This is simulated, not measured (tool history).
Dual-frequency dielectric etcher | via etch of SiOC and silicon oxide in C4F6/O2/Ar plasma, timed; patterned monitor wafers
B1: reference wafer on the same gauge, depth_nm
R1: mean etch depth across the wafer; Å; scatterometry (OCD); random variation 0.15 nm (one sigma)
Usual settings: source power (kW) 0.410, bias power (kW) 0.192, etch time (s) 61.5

Run 1, hour 0.0: usual settings but etch time (s) 69.5; B1 68.4. Result: R1 757 Å.
At hour 9.2: gauge calibrated.
Run 2, hour 10.4: usual settings but source power (kW) 0.480, etch time (s) 69.5; B1 68.4. Result: R1 798 Å.
Run 3, hour 17.7: usual settings; B1 68.4. Result: R1 669 Å.
At hour 84.2: upper electrode replaced.
Run 4, hour 84.7: usual settings; B1 68.4. Result: R1 673 Å.
Run 5, hour 85.0: usual settings; B1 68.4. Result: R1 667 Å.
Run 6, hour 100.2: usual settings; B1 68.4. Result: R1 671 Å.
Run 7, hour 117.1: usual settings; B1 68.3. Result: R1 670 Å.
At hour 157.1: wet clean of the chamber.
Run 8, hour 158.9: usual settings but etch time (s) 57.0; B1 68.4. Result: R1 613 Å.
At hour 173.8: gauge calibrated.
Run 9, hour 174.8: usual settings but source power (kW) 0.350, bias power (kW) 0.156, etch time (s) 54.0; B1 68.3. Result: R1 527 Å.
At hour 187.7: source power generator calibrated.
Run 10, hour 188.2: usual settings but source power (kW) 0.440, bias power (kW) 0.178, etch time (s) 67.5; B1 68.4. Result: R1 730 Å.
At hour 193.8: bias power generator calibrated.
Run 11, hour 196.5: usual settings but source power (kW) 0.490, bias power (kW) 0.179, etch time (s) 71.5; B1 68.4. Result: R1 808 Å.
Run 12, hour 208.6: usual settings but source power (kW) 0.370, bias power (kW) 0.152, etch time (s) 71.0; B1 68.4. Result: R1 704 Å.
Run 13, hour 218.3: usual settings; B1 68.4. Result: R1 663 Å.
Run 14, hour 234.2: usual settings but bias power (kW) 0.213, etch time (s) 46.5; B1 68.3. Result: R1 517 Å.
Run 15, hour 247.4: usual settings; B1 68.4. Result: R1 666 Å.

Forecast each of these 5 alternatives for the next run:
Run A, hour 247.8: usual settings but bias power (kW) 0.167; B1 ?. Result: R1 ?.
Run B, hour 247.8: usual settings but source power (kW) 0.370, etch time (s) 79.0; B1 ?. Result: R1 ?.
Run C, hour 247.8: usual settings but source power (kW) 0.490, bias power (kW) 0.213; B1 ?. Result: R1 ?.
Run D, hour 247.8: usual settings but etch time (s) 44.0; B1 ?. Result: R1 ?.
Run E, hour 247.8: usual settings but source power (kW) 0.360; B1 ?. Result: R1 ?.

run    B1   R1
  A  68.4  643
  B  68.4  825
  C  68.4  724
  D  68.4  475
  E  68.4  636
Without the tool's hidden state the same runs would have given:
run   R1
  A  642
  B  823
  C  722
  D  474
  E  635

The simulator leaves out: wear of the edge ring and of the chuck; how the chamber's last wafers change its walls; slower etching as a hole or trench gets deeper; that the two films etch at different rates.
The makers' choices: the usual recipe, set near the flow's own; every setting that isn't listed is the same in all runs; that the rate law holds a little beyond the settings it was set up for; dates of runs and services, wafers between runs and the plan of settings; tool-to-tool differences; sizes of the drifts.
